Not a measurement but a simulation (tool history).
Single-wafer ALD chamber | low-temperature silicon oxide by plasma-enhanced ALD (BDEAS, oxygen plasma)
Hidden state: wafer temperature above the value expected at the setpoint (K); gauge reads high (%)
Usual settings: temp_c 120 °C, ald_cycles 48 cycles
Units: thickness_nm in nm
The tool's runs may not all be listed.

| run | hour | temp_c | ald_cycles | wafers since the last listed run | hours since the last thermocouple change | hours since the gauge calibration | read-back reference wafer on the same gauge, thickness_nm | thickness_nm |
|---|---|---|---|---|---|---|---|---|
| 1 | 0.0 | 110 | 46 | 0 | 386.5 | 364.8 | 6.372 | 6.273 |
| 2 | 17.2 | 120 | 48 | 72 | 403.7 | 382.0 | 6.368 | 6.407 |
| 3 | 53.1 | 120 | 48 | 150 | 439.6 | 417.9 | 6.376 | 6.412 |
| 4 | 77.8 | 120 | 48 | 103 | 464.3 | 442.6 | 6.366 | 6.385 |
| 5 | 108.8 | 128 | 45 | 129 | 495.3 | 473.6 | 6.372 | 5.886 |
| 6 | 141.0 | 128 | 45 | 135 | 527.5 | 505.8 | 6.367 | 5.901 |
| 7 | 165.4 | 128 | 45 | 102 | 551.9 | 530.2 | 6.370 | 5.902 |
| 8 | 177.7 | 117 | 48 | 51 | 564.2 | 542.5 | 6.369 | 6.428 |
| 9 | 199.1 | 117 | 48 | 89 | 585.6 | 563.9 | 6.370 | 6.439 |
| 10 | 232.5 | 117 | 48 | 140 | 619.0 | 597.3 | 6.369 | 6.440 |
| 11 | 258.6 | 120 | 48 | 109 | 645.1 | 623.4 | 6.370 | 6.388 |
| 12 | 292.1 | 120 | 48 | 140 | 678.6 | 656.9 | 6.370 | 6.423 |
| 13 | 306.6 | 110 | 56 | 60 | 693.1 | 671.4 | 6.369 | 7.614 |
| 14 | 324.3 | 120 | 43 | 74 | 710.8 | 689.1 | 6.369 | 5.726 |
| 15 | 352.9 | 120 | 43 | 119 | 739.4 | 717.7 | 6.368 | 5.744 |
| 16 | 371.1 | 120 | 48 | 76 | 757.6 | 735.9 | 6.369 | 6.425 |
| 17 | 390.2 | 120 | 48 | 80 | 776.7 | 755.0 | 6.369 | 6.418 |
| 18 | 409.2 | 120 | 48 | 79 | 795.7 | 774.0 | 6.375 | 6.394 |
| 19 | 440.3 | 120 | 48 | 130 | 826.8 | 805.1 | 6.371 | 6.421 |
| 20 | 464.9 | 112 | 48 | 103 | 851.4 | 829.7 | 6.371 | 6.533 |
| 21 | 483.7 | 112 | 48 | 78 | 870.2 | 848.5 | 6.363 | 6.517 |
| 22 | 498.8 | 120 | 48 | 63 | 885.3 | 863.6 | 6.374 | 6.441 |
|  | 514.3 | gauge calibrated |
| 23 | 531.6 | 116 | 48 | 137 | 918.1 | 17.3 | 6.373 | 6.518 |
| 24 | 565.1 | 106 | 56 | 140 | 951.6 | 50.8 | 6.370 | 7.694 |
| 25 | 577.3 | 125 | 56 | 51 | 963.8 | 63.0 | 6.374 | 7.449 |
| 26 | 652.9 | 120 | 48 | 316 | 1039.4 | 138.6 | 6.370 | 6.486 |
| 27 | 670.1 | 108 | 48 | 72 | 1056.6 | 155.8 | 6.370 | 6.591 |
| 28 | 686.3 | 109 | 48 | 67 | 1072.8 | 172.0 | 6.375 | 6.624 |
| 29 | 699.2 | 128 | 43 | 54 | 1085.7 | 184.9 | 6.370 | 5.647 |
| 30 | 717.5 | 124 | 55 | 76 | 1104.0 | 203.2 | 6.368 | 7.287 |
| 31 | 747.7 | 120 | 48 | 126 | 1134.2 | 233.4 | 6.373 | 6.445 |
| 32 | 770.5 | 111 | 48 | 95 | 1157.0 | 256.2 | 6.376 | 6.571 |
| 33 | 803.9 | 120 | 51 | 140 | 1190.4 | 289.6 | 6.371 | 6.872 |
| 34 | 827.3 | 120 | 48 | 98 | 1213.8 | 313.0 | 6.364 | 6.455 |
|  | 836.7 | thermocouple changed; heater temperature recalibrated |
| 35 | 890.4 | 120 | 48 | 231 | 53.7 | 376.1 | 6.375 | 6.371 |
| 36 | 904.4 | 113 | 48 | 58 | 67.7 | 390.1 | 6.376 | 6.458 |
| 37 | 986.8 | 117 | 48 | 345 | 150.1 | 472.5 | 6.373 | 6.422 |
| 38 | 1022.4 | 134 | 44 | 149 | 185.7 | 508.1 | 6.375 | 5.660 |
| 39 | 1046.1 | 120 | 48 | 99 | 209.4 | 531.8 | 6.370 | 6.375 |
| 40 | 1068.1 | 133 | 45 | 92 | 231.4 | 553.8 | 6.373 | 5.809 |
| 41 | 1084.0 | 129 | 39 | 66 | 247.3 | 569.7 | 6.370 | 5.082 |
| 42 | 1110.7 | 120 | 45 | 111 | 274.0 | 596.4 | 6.367 | 5.977 |
| 43 | 1141.6 | 115 | 41 | 129 | 304.9 | 627.3 | 6.374 | 5.522 |
| 44 | 1161.4 | 120 | 48 | 83 | 324.7 | 647.1 | 6.374 | 6.398 |
| 45 | 1187.9 | 111 | 53 | 111 | 351.2 | 673.6 | 6.363 | 7.179 |

4 ways to go on from here, each from the tool as it stands after run 45. What would each give?
| A | 1188.4 | 120 | 48 | 2 | 351.7 | 674.1 | ? | ? |
| B | 1188.4 | 120 | 52 | 2 | 351.7 | 674.1 | ? | ? |
| C | 1188.4 | 131 | 56 | 2 | 351.7 | 674.1 | ? | ? |
| D | 1188.4 | 113 | 55 | 2 | 351.7 | 674.1 | ? | ? |

| run | read-back reference wafer on the same gauge, thickness_nm | thickness_nm |
|---|---|---|
| A | 6.367 | 6.371 |
| B | 6.367 | 6.902 |
| C | 6.367 | 7.260 |
| D | 6.367 | 7.408 |
Without the tool's hidden state the same runs would have given:
| run | thickness_nm |
|---|---|
| A | 6.362 |
| B | 6.892 |
| C | 7.250 |
| D | 7.397 |
